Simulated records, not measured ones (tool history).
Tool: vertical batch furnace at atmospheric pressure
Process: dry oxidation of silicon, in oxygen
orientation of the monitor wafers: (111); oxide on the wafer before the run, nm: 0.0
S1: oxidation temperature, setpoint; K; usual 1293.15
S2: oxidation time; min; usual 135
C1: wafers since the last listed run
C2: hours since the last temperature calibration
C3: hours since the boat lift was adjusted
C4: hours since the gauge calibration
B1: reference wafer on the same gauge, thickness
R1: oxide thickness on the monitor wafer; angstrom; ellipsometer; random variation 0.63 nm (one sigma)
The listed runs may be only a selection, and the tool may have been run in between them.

run   hour       S1     S2    C1      C2      C3     C4      B1      R1
  1      0  1304.15    135     0  1247.8  2365.4  408.6  140.43  1413.6
  2   21.2  1293.15    135   318    1269  2386.6  429.8   140.4  1310.6
  3   49.1  1293.15    135   419  1296.9  2414.5  457.7  139.94  1313.1
  4   76.2  1293.15    135   407    1324  2441.6  484.8  139.77  1300.7
  5   96.8  1293.15   87.5   309  1344.6  2462.2  505.4  139.67   992.8
  6  116.8  1293.15    135   300  1364.6  2482.2  525.4  139.43  1302.6
  7  143.6  1312.15    110   403  1391.4    2509  552.2  139.11  1285.8
  8  168.7  1312.15    110   377  1416.5  2534.1  577.3  138.82  1284.5
  9    186  1293.15  167.5   260  1433.8  2551.4  594.6   138.7  1484.3
     207.9  -- gauge calibrated
       233  -- thermocouples replaced and temperature profile calibrated
     254.8  -- boat lift adjusted
 10  255.3  1293.15  167.5   352    22.3     0.5   47.4  141.49  1513.1
 11  261.2  1307.15    149    88    28.2     6.4   53.3  141.46  1531.6
 12  274.1  1293.15    120   194    41.1    19.3   66.2  141.77  1242.3
 13  297.7  1293.15    120   354    64.7    42.9   89.8  141.78  1231.5
 14  313.7  1293.15    120   240    80.7    58.9  105.8  141.47  1225.8
 15  345.1  1293.15    135   472   112.1    90.3  137.2  141.47  1326.2
 16  378.9  1284.15    135   508   145.9   124.1    171  141.36  1236.7
 17  398.4  1306.15  109.5   293   165.4   143.6  190.5  141.22  1255.2
 18  426.9  1293.15    135   428   193.9   172.1    219  141.09  1317.9
 19    440  1281.15    190   197     207   185.2  232.1  141.17  1510.3
 20  456.1  1293.15    135   242   223.1   201.3  248.2  141.04  1324.3
 21    549  1317.15    135  1397     316   294.2  341.1  140.61  1520.5
 22  573.6  1293.15    135   369   340.6   318.8  365.7  140.42    1319
 23  594.1  1286.15  196.5   308   361.1   339.3  386.2  140.29  1581.7
 24  621.5  1293.15    135   412   388.5   366.7  413.6  140.03  1317.7
 25    637  1293.15    120   233     404   382.2  429.1  140.08  1217.1
 26  658.5  1274.15     86   323   425.5   403.7  450.6   139.7   864.8
 27  672.5  1281.15    105   210   439.5   417.7  464.6  139.64  1023.5
 28  694.8  1317.15   81.5   335   461.8     440  486.9  139.42  1103.5
 29    714  1306.15    107   288     481   459.2  506.1  139.29  1227.8
 30  744.2  1293.15    135   454   511.2   489.4  536.3  138.82  1306.8
 31  762.6  1293.15    116   276   529.6   507.8  554.7  138.74  1177.7
 32  780.2  1293.15    135   264   547.2   525.4  572.3  138.54  1296.2
 33  797.8  1293.15    135   264   564.8     543  589.9  138.24  1293.3
 34    832  1282.15     77   514     599   577.2  624.1  137.95     828
     845.6  -- gauge calibrated
 35  856.3  1274.15   67.5   365   623.3   601.5   10.7  142.13   754.7
 36  868.9  1293.15    135   189   635.9   614.1   23.3  142.25  1328.9
 37  892.7  1272.15   75.5   357   659.7   637.9   47.1  142.19   789.5
 38  926.8  1293.15   69.5   512   693.8     672   81.2  142.02   871.2

The tool's hidden state at each run:
true tube temperature minus thermocouple reading, K: 0 across all the runs
monitor wafer colder than the profiled boat position, K: 0 across all the runs
H1: gauge reads high (%)
run      H1
  1   -1.07
  2   -1.19
  3   -1.36
  4   -1.53
  5   -1.67
  6   -1.81
  7      -2
  8    -2.2
  9   -2.33
 10  -0.238
 11  -0.242
 12  -0.253
 13  -0.278
 14  -0.299
 15   -0.35
 16  -0.421
 17  -0.468
 18  -0.547
 19  -0.587
 20  -0.639
 21   -1.01
 22   -1.13
 23   -1.23
 24   -1.38
 25   -1.47
 26   -1.59
 27   -1.68
 28   -1.82
 29   -1.95
 30   -2.17
 31    -2.3
 32   -2.44
 33   -2.57
 34   -2.85
 35   0.118
 36   0.115
 37   0.104
 38  0.0746
